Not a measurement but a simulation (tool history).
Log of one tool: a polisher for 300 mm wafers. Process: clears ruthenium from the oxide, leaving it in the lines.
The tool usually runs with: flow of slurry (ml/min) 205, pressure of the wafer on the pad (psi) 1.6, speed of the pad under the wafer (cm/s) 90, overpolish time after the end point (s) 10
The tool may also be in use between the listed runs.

| run | hour | flow of slurry (ml/min) | pressure of the wafer on the pad (psi) | speed of the pad under the wafer (cm/s) | overpolish time after the end point (s) | wafers since the last listed run | wafers polished on this pad | hours since the slurry nozzle was cleaned | hours since the head pressure was calibrated | incoming thickness of the incoming film, nm | time until the end point was called (s) |
|---|---|---|---|---|---|---|---|---|---|---|---|
| 1 | 0.0 | 205 | 1.6 | 90 | 10 | 0 | 1305 | 300.9 | 423.0 | 115.0 | 152.1 |
| 2 | 44.7 | 205 | 1.6 | 90 | 10 | 460 | 1766 | 345.6 | 467.7 | 115.3 | 154.4 |
| 3 | 128.3 | 205 | 1.6 | 90 | 10 | 861 | 2628 | 429.2 | 551.3 | 115.7 | 157.7 |
|  | 164.2 | slurry nozzle cleaned |
| 4 | 176.3 | 205 | 1.6 | 90 | 10 | 484 | 3112 | 12.1 | 599.3 | 114.2 | 160.4 |
|  | 182.6 | worn pad replaced by a new one |
| 5 | 251.7 | 205 | 1.6 | 90 | 10 | 735 | 711 | 87.5 | 674.7 | 113.6 | 147.7 |
| 6 | 288.4 | 205 | 1.6 | 90 | 10 | 378 | 1090 | 124.2 | 711.4 | 116.5 | 151.6 |
| 7 | 342.6 | 205 | 1.6 | 90 | 10 | 558 | 1648 | 178.4 | 765.6 | 115.4 | 150.3 |
| 8 | 381.6 | 205 | 1.6 | 90 | 10 | 401 | 2050 | 217.4 | 804.6 | 115.4 | 152.6 |
| 9 | 457.1 | 205 | 1.6 | 90 | 10 | 778 | 2828 | 292.9 | 880.1 | 112.9 | 154.7 |
|  | 475.6 | worn pad replaced by a new one |
|  | 624.0 | head pressure recalibrated |
|  | 628.6 | slurry nozzle cleaned |
| 10 | 668.9 | 205 | 2.1 | 90 | 10 | 2110 | 1961 | 40.3 | 44.9 | 115.9 | 115.1 |
|  | 741.9 | worn pad replaced by a new one, of another model than before |
| 11 | 747.6 | 230 | 1.6 | 116 | 10 | 769 | 59 | 119.0 | 123.6 | 115.1 | 126.4 |
| 12 | 827.0 | 205 | 1.9 | 90 | 10 | 818 | 877 | 198.4 | 203.0 | 115.8 | 134.7 |
| 13 | 926.2 | 205 | 1.6 | 90 | 10 | 1022 | 1899 | 297.6 | 302.2 | 113.8 | 154.3 |
| 14 | 985.0 | 140 | 1.6 | 90 | 10 | 606 | 2506 | 356.4 | 361.0 | 116.7 | 172.0 |
|  | 1014.4 | slurry nozzle cleaned |
|  | 1021.2 | worn pad replaced by a new one |
| 15 | 1085.6 | 205 | 1.6 | 90 | 7 | 985 | 663 | 71.2 | 461.6 | 115.9 | 152.9 |
| 16 | 1165.3 | 245 | 1.1 | 118 | 7 | 821 | 1484 | 150.9 | 541.3 | 115.1 | 150.5 |
|  | 1275.7 | worn pad replaced by a new one |
| 17 | 1308.5 | 205 | 1.6 | 90 | 10 | 1434 | 338 | 294.1 | 684.5 | 113.6 | 145.6 |
| 18 | 1369.1 | 205 | 1.6 | 90 | 10 | 624 | 963 | 354.7 | 745.1 | 116.0 | 150.8 |
| 19 | 1448.5 | 205 | 1.6 | 90 | 10 | 818 | 1781 | 434.1 | 824.5 | 115.3 | 151.6 |

Describe how what the log doesn't record of the tool's condition differs between the last listed run preceding each entry between runs and the first listed run following it.
Runs 3 to 4: slurry nozzle cleaned (hour 164.2)
  removal rate lost through wear of the pad, %: 6.41 -> 8.9
  measured less the result without the state, time until the end point was called (s): +10.1 -> +14.3
Runs 4 to 5: worn pad replaced by a new one (hour 182.6)
  removal rate lost through wear of the pad, %: 8.9 -> 1.56
  measured less the result without the state, time until the end point was called (s): +14.3 -> +2.3
Runs 9 to 10: worn pad replaced by a new one (hour 475.6); head pressure recalibrated (hour 624.0); slurry nozzle cleaned (hour 628.6)
  removal rate lost through wear of the pad, %: 8.1 -> 3.7
  measured less the result without the state, time until the end point was called (s): +12.6 -> +4.3
Runs 10 to 11: worn pad replaced by a new one, of another model than before (hour 741.9)
  removal rate lost through wear of the pad, %: 3.7 -> 0.872
  measured less the result without the state, time until the end point was called (s): +4.3 -> +1.1
Runs 14 to 15: slurry nozzle cleaned (hour 1014.4); worn pad replaced by a new one (hour 1021.2)
  removal rate lost through wear of the pad, %: 6.35 -> 0.44
  measured less the result without the state, time until the end point was called (s): +11.0 -> +0.7
Runs 16 to 17: worn pad replaced by a new one (hour 1275.7)
  removal rate lost through wear of the pad, %: 1.98 -> 0.908
  measured less the result without the state, time until the end point was called (s): +3.0 -> +1.3

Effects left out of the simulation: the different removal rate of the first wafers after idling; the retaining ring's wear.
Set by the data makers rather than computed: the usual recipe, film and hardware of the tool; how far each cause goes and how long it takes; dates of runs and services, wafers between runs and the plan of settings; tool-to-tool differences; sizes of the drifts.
